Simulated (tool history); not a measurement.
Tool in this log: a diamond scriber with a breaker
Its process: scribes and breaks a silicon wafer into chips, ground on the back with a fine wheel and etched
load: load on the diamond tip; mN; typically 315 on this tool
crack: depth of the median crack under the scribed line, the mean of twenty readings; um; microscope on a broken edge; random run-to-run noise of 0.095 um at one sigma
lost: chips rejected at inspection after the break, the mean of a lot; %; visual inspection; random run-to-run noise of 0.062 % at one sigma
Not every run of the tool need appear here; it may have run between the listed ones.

run,hour,load,wafers since the last listed run,hours since the diamond tip was replaced,hours since the load on the tip was calibrated,"incoming depth of the damage left on the back of the incoming wafer, um",crack,lost
1,0,315,0,322.6,898.3,0.45,6.91,2.83
2,25.2,315,68,347.8,923.5,0.56,7.01,2.88
3,48.9,315,64,371.5,947.2,0.54,7.03,3.2
4,77.2,261,76,399.8,975.5,0.78,6.11,12.91
5,103.3,261,70,425.9,1001.6,0.42,5.95,13.63
6,127.3,261,65,449.9,1025.6,0.3,5.99,13.99
7,160,315,88,482.6,1058.3,0.62,6.86,4.39
8,176.1,315,43,498.7,1074.4,0.74,6.79,4.8
9,193.6,315,47,516.2,1091.9,0.5,6.59,4.79
10,215.7,286,59,538.3,1114,0.64,6.24,11.27
11,240.4,286,67,563,1138.7,0.63,6.26,10.01
12,263.2,286,61,585.8,1161.5,0.54,6.18,11.11
13,290.3,315,73,612.9,1188.6,0.4,6.58,6.5
14,312.2,315,59,634.8,1210.5,0.42,6.42,6.68
15,380.3,315,184,702.9,1278.6,0.52,6.3,8.89
16,435.8,315,150,758.4,1334.1,0.65,6.22,10.58
# hour 447.8: diamond tip replaced by a new one
17,452.2,315,39,4.4,1350.5,0.37,7.79,1.09
18,481.4,315,79,33.6,1379.7,0.79,7.66,1.22
19,516,383,93,68.2,1414.3,0.34,8.53,3.53
20,550.2,362,92,102.4,1448.5,0.59,8.09,2.02
21,569.1,285,51,121.3,1467.4,0.72,6.77,3.29
22,596.8,230,75,149,1495.1,0.68,5.96,13.98
23,610.1,315,36,162.3,1508.4,0.47,7.12,1.4
24,624.2,387,38,176.4,1522.5,0.49,8.39,3.22
25,653.4,315,79,205.6,1551.7,0.78,7.33,1.63
26,672.4,252,51,224.6,1570.7,0.55,6.21,8.8
27,704.5,315,87,256.7,1602.8,0.45,7.19,1.98
# hour 719.9: load on the tip recalibrated
28,736.8,315,82,289,16.9,0.76,7.06,2.25
29,772.5,315,96,324.7,52.6,0.52,7,2.49
30,792.8,355,55,345,72.9,0.64,7.63,1.13
31,826.7,271,91,378.9,106.8,0.51,6.33,8.38
32,841.6,224,40,393.8,121.7,0.72,5.57,23.89
33,859.5,399,48,411.7,139.6,0.58,8.08,1.97
34,881.2,275,58,433.4,161.3,0.71,6.27,9.23
35,897.5,232,44,449.7,177.6,0.42,5.58,22.06
36,922.5,352,67,474.7,202.6,0.36,7.37,1.54

Measured minus without-hidden-state, run by run (identical run-to-run variation in each term; gauge scatter may differ):
Hidden state at play: share of the diamond tip's cutting effectiveness lost through wear, %; deviation of the load on the tip from its setpoint, %.
run,crack,lost
1,-0.61,+1.69
2,-0.67,+1.81
3,-0.72,+2.1
4,-0.67,+8.01
5,-0.69,+8.75
6,-0.74,+9.2
7,-0.92,+3.33
8,-0.94,+3.68
9,-0.95,+3.76
10,-0.94,+8.97
11,-0.99,+8.08
12,-1.02,+9.08
13,-1.14,+5.45
14,-1.17,+5.67
15,-1.28,+7.76
16,-1.39,+9.39
17,-0.04,+0
18,-0.09,+0.04
19,-0.17,-0.96
20,-0.22,-0.93
21,-0.22,+1.15
22,-0.23,+3.41
23,-0.3,+0.36
24,-0.38,-2.35
25,-0.38,+0.56
26,-0.36,+3.56
27,-0.47,+0.9
28,-0.52,+1.13
29,-0.57,+1.41
30,-0.67,-1.46
31,-0.62,+5.3
32,-0.56,+10.67
33,-0.86,-5.06
34,-0.71,+6.33
35,-0.65,+11.43
36,-0.92,-0.89

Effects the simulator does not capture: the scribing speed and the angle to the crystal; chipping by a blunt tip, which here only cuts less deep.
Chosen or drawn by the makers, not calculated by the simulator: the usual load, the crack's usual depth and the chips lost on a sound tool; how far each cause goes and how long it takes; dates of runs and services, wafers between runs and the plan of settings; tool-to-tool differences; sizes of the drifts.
